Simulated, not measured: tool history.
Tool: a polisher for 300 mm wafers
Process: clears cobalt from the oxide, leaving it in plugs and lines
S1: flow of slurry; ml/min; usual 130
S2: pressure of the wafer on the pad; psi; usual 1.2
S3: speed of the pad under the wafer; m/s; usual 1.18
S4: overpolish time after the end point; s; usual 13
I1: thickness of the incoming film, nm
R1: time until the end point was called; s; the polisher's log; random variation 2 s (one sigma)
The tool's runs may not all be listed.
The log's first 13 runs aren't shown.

run 14 hour=891.8 | S1=130 S2=1.2 S3=1.18 S4=13 | I1=394.2 | R1=140.1
run 15 hour=953.7 | S1=130 S2=1.2 S3=1.18 S4=13 | I1=387.3 | R1=139.4
run 16 hour=1012.2 | S1=130 S2=1.2 S3=1.18 S4=13 | I1=384.8 | R1=140.4
-- hour=1029.3 head pressure recalibrated
run 17 hour=1068.9 | S1=130 S2=1.2 S3=1.18 S4=13 | I1=393.1 | R1=143.3
-- hour=1102 slurry nozzle cleaned
run 18 hour=1149.7 | S1=130 S2=1.6 S3=1.04 S4=13 | I1=385.4 | R1=103.7
run 19 hour=1212.9 | S1=155 S2=1.4 S3=1.52 S4=19 | I1=387.7 | R1=76.4
run 20 hour=1283.5 | S1=130 S2=1.2 S3=1.52 S4=18 | I1=392.4 | R1=96.1
run 21 hour=1368.7 | S1=130 S2=1.2 S3=1.18 S4=13 | I1=384.6 | R1=128.8
-- hour=1400.5 worn pad replaced by a new one
-- hour=1608.2 slurry nozzle cleaned
run 22 hour=1648 | S1=130 S2=1.2 S3=1.18 S4=13 | I1=393 | R1=115.9
-- hour=1689.4 head pressure recalibrated
run 23 hour=1736.6 | S1=160 S2=1.2 S3=1.54 S4=7 | I1=389.7 | R1=85.2

Run 24 comes next. What will it give?
run 24 hour=1774 | S1=130 S2=1.5 S3=1.18 S4=13 | I1=388.4 | R1=?

{"run 24": {"R1": 103.9}}
Without the tool's hidden state the same run would have given R1 92.2 s.

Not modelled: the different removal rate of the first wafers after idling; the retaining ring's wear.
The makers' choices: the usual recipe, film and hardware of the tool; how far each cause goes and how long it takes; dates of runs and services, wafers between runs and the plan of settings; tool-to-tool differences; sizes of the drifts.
